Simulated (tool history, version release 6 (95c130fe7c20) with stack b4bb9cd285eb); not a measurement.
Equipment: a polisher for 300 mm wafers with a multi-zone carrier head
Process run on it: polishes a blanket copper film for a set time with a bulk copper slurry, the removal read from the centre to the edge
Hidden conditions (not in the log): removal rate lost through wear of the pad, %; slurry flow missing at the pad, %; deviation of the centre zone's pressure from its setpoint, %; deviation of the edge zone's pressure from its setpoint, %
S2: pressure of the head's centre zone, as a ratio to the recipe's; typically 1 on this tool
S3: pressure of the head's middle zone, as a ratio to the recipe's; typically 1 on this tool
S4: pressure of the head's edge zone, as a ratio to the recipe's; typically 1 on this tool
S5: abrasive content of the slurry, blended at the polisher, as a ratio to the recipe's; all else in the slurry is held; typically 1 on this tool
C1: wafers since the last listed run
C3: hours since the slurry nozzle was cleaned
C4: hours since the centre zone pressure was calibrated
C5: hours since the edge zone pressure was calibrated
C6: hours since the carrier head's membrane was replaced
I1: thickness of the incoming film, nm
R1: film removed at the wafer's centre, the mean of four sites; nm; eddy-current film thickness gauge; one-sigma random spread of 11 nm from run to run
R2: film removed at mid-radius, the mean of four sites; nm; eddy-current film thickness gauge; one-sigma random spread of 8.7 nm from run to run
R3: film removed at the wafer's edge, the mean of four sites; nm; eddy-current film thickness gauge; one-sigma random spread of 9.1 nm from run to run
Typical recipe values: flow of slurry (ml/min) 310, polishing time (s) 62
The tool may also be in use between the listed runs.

{"run": 1, "hour": 0.0, "flow of slurry (ml/min)": 310, "S2": 1, "S3": 1, "S4": 1, "S5": 1, "polishing time (s)": 62, "C1": 0, "wafers polished on this pad": 196, "C3": 448.8, "C4": 1163.5, "C5": 1150.5, "C6": 1353.3, "I1": 4014.2, "R1": 820.6, "R2": 827.9, "R3": 846.2}
{"run": 2, "hour": 10.7, "flow of slurry (ml/min)": 310, "S2": 0.9, "S3": 0.91, "S4": 1.08, "S5": 0.8, "polishing time (s)": 62, "C1": 139, "wafers polished on this pad": 335, "C3": 459.5, "C4": 1174.2, "C5": 1161.2, "C6": 1364, "I1": 4006.7, "R1": 685.7, "R2": 718.4, "R3": 828.6}
{"run": 3, "hour": 20.1, "flow of slurry (ml/min)": 310, "S2": 1, "S3": 1, "S4": 1, "S5": 1, "polishing time (s)": 70, "C1": 122, "wafers polished on this pad": 458, "C3": 468.9, "C4": 1183.6, "C5": 1170.6, "C6": 1373.4, "I1": 4030.5, "R1": 891, "R2": 912.1, "R3": 930.5}
{"run": 4, "hour": 37.7, "flow of slurry (ml/min)": 310, "S2": 1, "S3": 0.97, "S4": 1, "S5": 1, "polishing time (s)": 69, "C1": 229, "wafers polished on this pad": 687, "C3": 486.5, "C4": 1201.2, "C5": 1188.2, "C6": 1391, "I1": 4019.1, "R1": 866.9, "R2": 868, "R3": 903.9}
{"hour": 40.5, "done": "centre zone pressure recalibrated"}
{"run": 5, "hour": 53.8, "flow of slurry (ml/min)": 310, "S2": 0.92, "S3": 1, "S4": 0.96, "S5": 1, "polishing time (s)": 50, "C1": 183, "wafers polished on this pad": 871, "C3": 502.6, "C4": 13.3, "C5": 1204.3, "C6": 1407.1, "I1": 4000.9, "R1": 572.3, "R2": 615, "R3": 627.7}
{"run": 6, "hour": 67.5, "flow of slurry (ml/min)": 310, "S2": 1, "S3": 1, "S4": 1, "S5": 1, "polishing time (s)": 62, "C1": 178, "wafers polished on this pad": 1049, "C3": 516.3, "C4": 27, "C5": 1218, "C6": 1420.8, "I1": 3977.5, "R1": 742.3, "R2": 771.8, "R3": 784.3}
{"run": 7, "hour": 76.6, "flow of slurry (ml/min)": 310, "S2": 1, "S3": 1, "S4": 1, "S5": 1, "polishing time (s)": 82, "C1": 118, "wafers polished on this pad": 1168, "C3": 525.4, "C4": 36.1, "C5": 1227.1, "C6": 1429.9, "I1": 4026.9, "R1": 998.9, "R2": 988, "R3": 1045.3}
{"run": 8, "hour": 94.4, "flow of slurry (ml/min)": 310, "S2": 1, "S3": 1, "S4": 1, "S5": 1, "polishing time (s)": 62, "C1": 231, "wafers polished on this pad": 1400, "C3": 543.2, "C4": 53.9, "C5": 1244.9, "C6": 1447.7, "I1": 4004.7, "R1": 723.5, "R2": 731.5, "R3": 770.5}
{"hour": 104.8, "done": "worn pad replaced by a new one"}
{"run": 9, "hour": 111.5, "flow of slurry (ml/min)": 310, "S2": 1, "S3": 1.1, "S4": 1, "S5": 1, "polishing time (s)": 62, "C1": 170, "wafers polished on this pad": 86, "C3": 560.3, "C4": 71, "C5": 1262, "C6": 1464.8, "I1": 4036.1, "R1": 814.7, "R2": 892.3, "R3": 823.4}
{"run": 10, "hour": 127.8, "flow of slurry (ml/min)": 310, "S2": 1.04, "S3": 1.09, "S4": 1, "S5": 1.25, "polishing time (s)": 78, "C1": 212, "wafers polished on this pad": 299, "C3": 576.6, "C4": 87.3, "C5": 1278.3, "C6": 1481.1, "I1": 4015.4, "R1": 1080.1, "R2": 1169.1, "R3": 1090.9}
{"hour": 133.4, "done": "edge zone pressure recalibrated"}
{"hour": 139.1, "done": "slurry nozzle cleaned"}
{"hour": 160.1, "done": "carrier head's membrane replaced by a new one"}
{"run": 11, "hour": 165.8, "flow of slurry (ml/min)": 310, "S2": 1, "S3": 1, "S4": 1, "S5": 1, "polishing time (s)": 62, "C1": 390, "wafers polished on this pad": 689, "C3": 26.7, "C4": 125.3, "C5": 32.4, "C6": 5.7, "I1": 3990.9, "R1": 752.2, "R2": 759.2, "R3": 795}
{"run": 12, "hour": 182.4, "flow of slurry (ml/min)": 310, "S2": 1, "S3": 1, "S4": 1, "S5": 1, "polishing time (s)": 62, "C1": 216, "wafers polished on this pad": 906, "C3": 43.3, "C4": 141.9, "C5": 49, "C6": 22.3, "I1": 4026.8, "R1": 760.7, "R2": 745.5, "R3": 779.2}
{"run": 13, "hour": 189.1, "flow of slurry (ml/min)": 310, "S2": 1, "S3": 1, "S4": 1, "S5": 1, "polishing time (s)": 62, "C1": 87, "wafers polished on this pad": 993, "C3": 50, "C4": 148.6, "C5": 55.7, "C6": 29, "I1": 3923.5, "R1": 744.3, "R2": 759.6, "R3": 774}
{"run": 14, "hour": 202.9, "flow of slurry (ml/min)": 310, "S2": 0.93, "S3": 1, "S4": 1.09, "S5": 1, "polishing time (s)": 62, "C1": 179, "wafers polished on this pad": 1173, "C3": 63.8, "C4": 162.4, "C5": 69.5, "C6": 42.8, "I1": 3992.9, "R1": 674.4, "R2": 738.2, "R3": 797}
{"run": 15, "hour": 209.2, "flow of slurry (ml/min)": 370, "S2": 1.06, "S3": 1, "S4": 0.96, "S5": 1.25, "polishing time (s)": 62, "C1": 82, "wafers polished on this pad": 1255, "C3": 70.1, "C4": 168.7, "C5": 75.8, "C6": 49.1, "I1": 4049, "R1": 832.9, "R2": 784.9, "R3": 781}
{"hour": 226.9, "done": "worn pad replaced by a new one"}
{"run": 16, "hour": 227.4, "flow of slurry (ml/min)": 265, "S2": 1, "S3": 0.92, "S4": 0.94, "S5": 1, "polishing time (s)": 62, "C1": 184, "wafers polished on this pad": 6, "C3": 88.3, "C4": 186.9, "C5": 94, "C6": 67.3, "I1": 3946.3, "R1": 798.3, "R2": 771.6, "R3": 821.2}
{"run": 17, "hour": 234.3, "flow of slurry (ml/min)": 310, "S2": 1, "S3": 1, "S4": 1, "S5": 1.3, "polishing time (s)": 62, "C1": 89, "wafers polished on this pad": 96, "C3": 95.2, "C4": 193.8, "C5": 100.9, "C6": 74.2, "I1": 4011.5, "R1": 880.1, "R2": 887.2, "R3": 906.5}
{"run": 18, "hour": 258.0, "flow of slurry (ml/min)": 310, "S2": 1, "S3": 0.92, "S4": 1, "S5": 1, "polishing time (s)": 56, "C1": 308, "wafers polished on this pad": 405, "C3": 118.9, "C4": 217.5, "C5": 124.6, "C6": 97.9, "I1": 4054.4, "R1": 721.2, "R2": 681.6, "R3": 757.5}
{"run": 19, "hour": 264.1, "flow of slurry (ml/min)": 310, "S2": 1, "S3": 0.92, "S4": 1.11, "S5": 0.9, "polishing time (s)": 62, "C1": 79, "wafers polished on this pad": 484, "C3": 125, "C4": 223.6, "C5": 130.7, "C6": 104, "I1": 3961.1, "R1": 769.3, "R2": 736.4, "R3": 867.1}
{"run": 20, "hour": 273.6, "flow of slurry (ml/min)": 310, "S2": 1.11, "S3": 0.89, "S4": 1, "S5": 1, "polishing time (s)": 42, "C1": 123, "wafers polished on this pad": 608, "C3": 134.5, "C4": 233.1, "C5": 140.2, "C6": 113.5, "I1": 3970.9, "R1": 612, "R2": 491, "R3": 557.7}
{"run": 21, "hour": 285.9, "flow of slurry (ml/min)": 310, "S2": 1, "S3": 1, "S4": 1, "S5": 1, "polishing time (s)": 62, "C1": 160, "wafers polished on this pad": 768, "C3": 146.8, "C4": 245.4, "C5": 152.5, "C6": 125.8, "I1": 3987.9, "R1": 786.1, "R2": 787.4, "R3": 802.6}

Some steps in R1, run to run, broken into two amounts with sign: the step expected even without the hidden condition (settings, incoming material, random variation), and the rest, left for the hidden condition together with whatever gauge scatter is not in both the measured and the hidden-condition-free result:
Run 4 -> 5: S2 1 -> 0.92, S3 0.97 -> 1, S4 1 -> 0.96, polishing time (s) 69 -> 50, centre zone pressure recalibrated. R1 -294.6 nm: hidden state +7.6, all else -302.2.
Run 8 -> 9: S3 1 -> 1.1, worn pad replaced by a new one. R1 +91.2 nm: hidden state +83.7, all else +7.5.
Run 10 -> 11: S2 1.04 -> 1, S3 1.09 -> 1, S5 1.25 -> 1, polishing time (s) 78 -> 62, edge zone pressure recalibrated, slurry nozzle cleaned, carrier head's membrane replaced by a new one. R1 -327.9 nm: hidden state -22, all else -305.9.
Run 15 -> 16: flow of slurry (ml/min) 370 -> 265, S2 1.06 -> 1, S3 1 -> 0.92, S4 0.96 -> 0.94, S5 1.25 -> 1, worn pad replaced by a new one. R1 -34.6 nm: hidden state +126.2, all else -160.8.
